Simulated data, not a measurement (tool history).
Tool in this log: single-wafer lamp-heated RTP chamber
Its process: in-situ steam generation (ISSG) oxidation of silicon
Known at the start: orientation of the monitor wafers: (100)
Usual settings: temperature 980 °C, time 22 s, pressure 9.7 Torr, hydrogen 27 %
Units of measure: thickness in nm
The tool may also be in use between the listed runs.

run,hour,temperature,time,pressure,hydrogen,"read-back reference wafer on the same gauge, thickness",thickness
1,0,980,22,9.7,27,5.741,5.072
2,15,980,22,9.7,27,5.743,5.056
3,46,980,24,9.7,27,5.737,5.275
4,61.2,980,22,9.7,27,5.742,5.089
5,87.9,980,22,9.1,27,5.74,5.138
6,109.2,980,22,9.1,27,5.737,5.141
7,121.7,980,22,9.7,27,5.743,5.086
8,216.2,980,22,9.7,27,5.741,5.102
# hour 225.9: pyrometer window cleaned and pyrometer calibrated
9,241.5,980,22,9.7,27,5.741,5.059
10,259,988,26,10.1,32,5.741,5.789
# hour 292.1: pressure gauge zeroed
11,293.9,980,22,9,27,5.745,5.124
12,323.3,980,19,9.7,32,5.74,4.938
13,350.9,988,22,9.7,27,5.737,5.218
# hour 364.9: gauge calibrated
# hour 365.9: hydrogen flow controller replaced
14,372.8,980,26,10.2,30,5.743,5.531
15,407.7,992,22,9.7,27,5.736,5.308
16,438.1,980,22,10.2,27,5.734,5.013
17,457.4,980,22,9.7,27,5.74,5.069
18,483.1,980,22,9.7,27,5.741,5.088

Below are 4 alternative next runs, each starting from the tool's condition after run 18. Predict each:
A,483.5,980,22,9.7,27,?,?
B,483.5,970,22,9.7,27,?,?
C,483.5,988,22,8.6,27,?,?
D,483.5,980,22,9.7,22,?,?

run,"read-back reference wafer on the same gauge, thickness",thickness
A,5.739,5.072
B,5.739,4.892
C,5.739,5.323
D,5.739,4.85
With the hidden condition removed and each run's random variation left untouched, the same runs would have given:
run,thickness
A,5.058
B,4.879
C,5.307
D,4.836

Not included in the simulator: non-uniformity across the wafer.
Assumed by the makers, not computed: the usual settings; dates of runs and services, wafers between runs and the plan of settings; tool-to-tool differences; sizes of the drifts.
